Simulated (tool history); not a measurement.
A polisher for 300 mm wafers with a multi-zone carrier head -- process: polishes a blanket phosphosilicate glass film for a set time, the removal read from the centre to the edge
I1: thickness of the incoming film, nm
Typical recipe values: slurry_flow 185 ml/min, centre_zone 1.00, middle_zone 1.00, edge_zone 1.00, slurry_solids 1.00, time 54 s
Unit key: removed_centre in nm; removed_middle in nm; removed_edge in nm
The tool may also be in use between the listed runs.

run 1 hour=0.0 | slurry_flow=185 centre_zone=1.00 middle_zone=1.00 edge_zone=1.00 slurry_solids=1.00 time=54 | I1=3928.9 | removed_centre=472.4 removed_middle=470.3 removed_edge=480.3
run 2 hour=40.2 | slurry_flow=185 centre_zone=1.00 middle_zone=1.00 edge_zone=1.00 slurry_solids=1.00 time=54 | I1=3934.1 | removed_centre=472.9 removed_middle=467.3 removed_edge=480.6
run 3 hour=109.7 | slurry_flow=185 centre_zone=1.00 middle_zone=1.00 edge_zone=1.00 slurry_solids=1.00 time=54 | I1=3877.5 | removed_centre=458.4 removed_middle=480.7 removed_edge=483.2
run 4 hour=136.4 | slurry_flow=185 centre_zone=1.00 middle_zone=1.00 edge_zone=1.00 slurry_solids=1.00 time=54 | I1=3932.5 | removed_centre=469.2 removed_middle=467.0 removed_edge=490.4
run 5 hour=176.9 | slurry_flow=185 centre_zone=1.00 middle_zone=1.00 edge_zone=1.00 slurry_solids=1.00 time=54 | I1=3949.8 | removed_centre=461.5 removed_middle=469.3 removed_edge=473.1
-- hour=220.9 worn pad replaced by a new one
run 6 hour=237.9 | slurry_flow=185 centre_zone=1.00 middle_zone=1.00 edge_zone=1.00 slurry_solids=1.00 time=54 | I1=3843.6 | removed_centre=457.5 removed_middle=468.0 removed_edge=475.0
run 7 hour=284.3 | slurry_flow=185 centre_zone=1.00 middle_zone=1.00 edge_zone=1.00 slurry_solids=1.00 time=54 | I1=3933.1 | removed_centre=465.0 removed_middle=466.6 removed_edge=486.9
-- hour=337.9 carrier head's membrane replaced by a new one
run 8 hour=370.3 | slurry_flow=185 centre_zone=1.00 middle_zone=1.00 edge_zone=1.00 slurry_solids=1.00 time=54 | I1=3929.6 | removed_centre=473.1 removed_middle=466.8 removed_edge=487.8
run 9 hour=418.2 | slurry_flow=185 centre_zone=1.00 middle_zone=1.00 edge_zone=1.00 slurry_solids=1.00 time=54 | I1=3974.3 | removed_centre=476.0 removed_middle=467.1 removed_edge=478.5
run 10 hour=455.1 | slurry_flow=185 centre_zone=1.00 middle_zone=1.00 edge_zone=1.00 slurry_solids=1.00 time=54 | I1=3939.4 | removed_centre=470.1 removed_middle=464.9 removed_edge=478.3
-- hour=469.5 worn pad replaced by a new one
run 11 hour=509.6 | slurry_flow=185 centre_zone=1.00 middle_zone=1.00 edge_zone=1.08 slurry_solids=1.00 time=68 | I1=3927.2 | removed_centre=590.5 removed_middle=589.2 removed_edge=635.1
run 12 hour=575.5 | slurry_flow=185 centre_zone=1.00 middle_zone=1.00 edge_zone=1.00 slurry_solids=1.00 time=54 | I1=3898.1 | removed_centre=459.0 removed_middle=467.9 removed_edge=479.3
-- hour=607.7 slurry nozzle cleaned
run 13 hour=620.8 | slurry_flow=185 centre_zone=1.00 middle_zone=1.00 edge_zone=1.08 slurry_solids=1.00 time=66 | I1=3873.3 | removed_centre=570.4 removed_middle=585.1 removed_edge=609.1
-- hour=641.4 edge zone pressure recalibrated
run 14 hour=679.9 | slurry_flow=185 centre_zone=0.92 middle_zone=1.00 edge_zone=1.00 slurry_solids=1.00 time=66 | I1=3961.6 | removed_centre=520.5 removed_middle=568.2 removed_edge=586.5
-- hour=685.1 worn pad replaced by a new one
run 15 hour=726.7 | slurry_flow=240 centre_zone=1.00 middle_zone=1.11 edge_zone=1.07 slurry_solids=1.00 time=40 | I1=3860.1 | removed_centre=354.6 removed_middle=393.0 removed_edge=368.1
run 16 hour=772.3 | slurry_flow=185 centre_zone=1.00 middle_zone=1.07 edge_zone=1.00 slurry_solids=1.00 time=54 | I1=3925.4 | removed_centre=470.7 removed_middle=494.9 removed_edge=475.1
run 17 hour=828.9 | slurry_flow=185 centre_zone=1.00 middle_zone=1.00 edge_zone=0.88 slurry_solids=1.10 time=36 | I1=3942.0 | removed_centre=326.2 removed_middle=334.8 removed_edge=322.0
run 18 hour=863.2 | slurry_flow=185 centre_zone=1.00 middle_zone=1.00 edge_zone=1.00 slurry_solids=1.00 time=68 | I1=3932.2 | removed_centre=583.6 removed_middle=593.8 removed_edge=620.8
run 19 hour=902.2 | slurry_flow=185 centre_zone=1.00 middle_zone=1.00 edge_zone=1.00 slurry_solids=1.00 time=54 | I1=3975.5 | removed_centre=467.0 removed_middle=476.8 removed_edge=474.4
-- hour=907.5 centre zone pressure recalibrated
run 20 hour=945.4 | slurry_flow=120 centre_zone=1.00 middle_zone=1.00 edge_zone=1.00 slurry_solids=1.00 time=42 | I1=3957.2 | removed_centre=346.8 removed_middle=353.8 removed_edge=357.6
-- hour=966.8 worn pad replaced by a new one
run 21 hour=997.2 | slurry_flow=185 centre_zone=1.00 middle_zone=1.00 edge_zone=1.00 slurry_solids=1.20 time=54 | I1=3893.7 | removed_centre=525.7 removed_middle=519.5 removed_edge=528.1
run 22 hour=1203.1 | slurry_flow=185 centre_zone=1.00 middle_zone=0.91 edge_zone=1.00 slurry_solids=1.10 time=54 | I1=3925.3 | removed_centre=498.8 removed_middle=461.5 removed_edge=501.2

Below are 3 alternative next runs, each starting from the tool's condition after run 22. Predict each:
run A hour=1203.5 | slurry_flow=185 centre_zone=1.00 middle_zone=1.00 edge_zone=1.00 slurry_solids=1.00 time=54 | I1=3911.0 | removed_centre=? removed_middle=? removed_edge=?
run B hour=1203.5 | slurry_flow=185 centre_zone=1.00 middle_zone=0.91 edge_zone=1.00 slurry_solids=1.00 time=63 | I1=3911.0 | removed_centre=? removed_middle=? removed_edge=?
run C hour=1203.5 | slurry_flow=185 centre_zone=1.00 middle_zone=1.00 edge_zone=1.00 slurry_solids=0.85 time=54 | I1=3911.0 | removed_centre=? removed_middle=? removed_edge=?

run=A removed_centre=469.1 removed_middle=470.4 removed_edge=476.7
run=B removed_centre=546.9 removed_middle=507.1 removed_edge=556.8
run=C removed_centre=414.8 removed_middle=415.9 removed_edge=421.5
What these runs would have given with no unlogged condition in the tool:
run=A removed_centre=469.1 removed_middle=470.4 removed_edge=476.7
run=B removed_centre=546.9 removed_middle=507.1 removed_edge=556.8
run=C removed_centre=414.8 removed_middle=415.9 removed_edge=421.5
